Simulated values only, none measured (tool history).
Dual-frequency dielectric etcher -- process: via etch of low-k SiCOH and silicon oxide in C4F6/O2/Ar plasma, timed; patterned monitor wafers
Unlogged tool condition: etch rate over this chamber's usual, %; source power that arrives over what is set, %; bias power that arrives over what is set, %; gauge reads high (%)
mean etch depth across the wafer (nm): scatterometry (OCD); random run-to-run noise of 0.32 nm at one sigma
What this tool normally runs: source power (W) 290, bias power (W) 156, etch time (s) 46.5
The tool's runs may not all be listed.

run   hour  source power (W)  bias power (W)  etch time (s)  wafers since the last listed run  hours since the last wet clean  hours since the last source power generator calibration  hours since the last bias power generator calibration  hours since the last upper electrode change  hours since the gauge calibration  read-back reference wafer on the same gauge, depth_nm  mean etch depth across the wafer (nm)
  1    0.0               290             156           55.0                                 0                           277.7                                                   3258.0                                                 2980.2                                       4331.7                               84.9                                                   86.3                                  113.4
  2   17.7               290             156           55.0                               166                           295.4                                                   3275.7                                                 2997.9                                       4349.4                              102.6                                                   86.4                                  113.4
  3   24.6               290             156           46.5                                64                           302.3                                                   3282.6                                                 3004.8                                       4356.3                              109.5                                                   86.4                                   95.8
  4   36.5               290             156           46.5                               111                           314.2                                                   3294.5                                                 3016.7                                       4368.2                              121.4                                                   86.3                                   96.0
  5   49.0               290             156           46.5                               117                           326.7                                                   3307.0                                                 3029.2                                       4380.7                              133.9                                                   86.4                                   95.6
  6   57.1               270             156           46.5                                76                           334.8                                                   3315.1                                                 3037.3                                       4388.8                              142.0                                                   86.4                                   92.5
  7   67.8               240             156           46.5                               100                           345.5                                                   3325.8                                                 3048.0                                       4399.5                              152.7                                                   86.4                                   87.9
  8   75.8               240             156           46.5                                75                           353.5                                                   3333.8                                                 3056.0                                       4407.5                              160.7                                                   86.4                                   88.5
  9   87.4               290             156           46.5                               109                           365.1                                                   3345.4                                                 3067.6                                       4419.1                              172.3                                                   86.4                                   95.2
 10   94.3               290             156           46.5                                64                           372.0                                                   3352.3                                                 3074.5                                       4426.0                              179.2                                                   86.4                                   95.9
 11  103.7               290             156           46.5                                88                           381.4                                                   3361.7                                                 3083.9                                       4435.4                              188.6                                                   86.4                                   95.6
 12  109.9               290             156           46.5                                58                           387.6                                                   3367.9                                                 3090.1                                       4441.6                              194.8                                                   86.4                                   96.0
 13  118.2               290             156           46.5                                78                           395.9                                                   3376.2                                                 3098.4                                       4449.9                              203.1                                                   86.4                                   95.8
 14  135.4               220             175           42.5                               161                           413.1                                                   3393.4                                                 3115.6                                       4467.1                              220.3                                                   86.4                                   80.9
 15  151.6               290             169           46.5                               152                           429.3                                                   3409.6                                                 3131.8                                       4483.3                              236.5                                                   86.4                                   98.0
 16  166.3               290             169           46.5                               138                           444.0                                                   3424.3                                                 3146.5                                       4498.0                              251.2                                                   86.4                                   98.5
 17  176.8               330             129           46.5                                98                           454.5                                                   3434.8                                                 3157.0                                       4508.5                              261.7                                                   86.4                                   95.3
     189.7  -- source power generator calibrated
 18  190.2               350             140           37.0                                88                           467.9                                                      0.5                                                 3170.4                                       4521.9                              275.1                                                   86.5                                   79.8
     234.4  -- upper electrode replaced
     238.5  -- wet clean of the chamber
     239.8  -- bias power generator calibrated
 19  240.3               250             194           53.0                               194                             1.8                                                     50.6                                                    0.5                                          5.9                              325.2                                                   86.5                                  110.1
 20  252.5               340             119           33.0                               114                            14.0                                                     62.8                                                   12.7                                         18.1                              337.4                                                   86.5                                   67.0
 21  267.1               230             156           46.5                               137                            28.6                                                     77.4                                                   27.3                                         32.7                              352.0                                                   86.4                                   85.8
 22  278.2               290             118           46.5                               104                            39.7                                                     88.5                                                   38.4                                         43.8                              363.1                                                   86.5                                   87.9
     305.1  -- gauge calibrated
 23  326.0               290             120           46.5                               449                            87.5                                                    136.3                                                   86.2                                         91.6                               20.9                                                   86.4                                   87.8
 24  332.1               290             156           41.0                                57                            93.6                                                    142.4                                                   92.3                                         97.7                               27.0                                                   86.5                                   84.1
 25  345.0               290             156           46.5                               121                           106.5                                                    155.3                                                  105.2                                        110.6                               39.9                                                   86.4                                   95.6
 26  351.1               260             156           46.5                                57                           112.6                                                    161.4                                                  111.3                                        116.7                               46.0                                                   86.4                                   91.0
 27  357.6               290             156           46.5                                61                           119.1                                                    167.9                                                  117.8                                        123.2                               52.5                                                   86.4                                   95.3
 28  368.7               340             156           46.5                               104                           130.2                                                    179.0                                                  128.9                                        134.3                               63.6                                                   86.4                                  102.5
 29  385.6               290             156           46.5                               159                           147.1                                                    195.9                                                  145.8                                        151.2                               80.5                                                   86.4                                   95.2
 30  399.6               290             182           46.5                               131                           161.1                                                    209.9                                                  159.8                                        165.2                               94.5                                                   86.4                                  101.1

Take each entry between the runs: how does the hidden state at the last listed run before it differ from the hidden state at the first listed run after it?
Between runs 17 and 18: source power generator calibrated (hour 189.7)
  no difference in the tool's unlogged condition between these two runs
Between runs 18 and 19: upper electrode replaced (hour 234.4); wet clean of the chamber (hour 238.5); bias power generator calibrated (hour 239.8)
  no difference in the tool's unlogged condition between these two runs
Between runs 22 and 23: gauge calibrated (hour 305.1)
  no difference in the tool's unlogged condition between these two runs

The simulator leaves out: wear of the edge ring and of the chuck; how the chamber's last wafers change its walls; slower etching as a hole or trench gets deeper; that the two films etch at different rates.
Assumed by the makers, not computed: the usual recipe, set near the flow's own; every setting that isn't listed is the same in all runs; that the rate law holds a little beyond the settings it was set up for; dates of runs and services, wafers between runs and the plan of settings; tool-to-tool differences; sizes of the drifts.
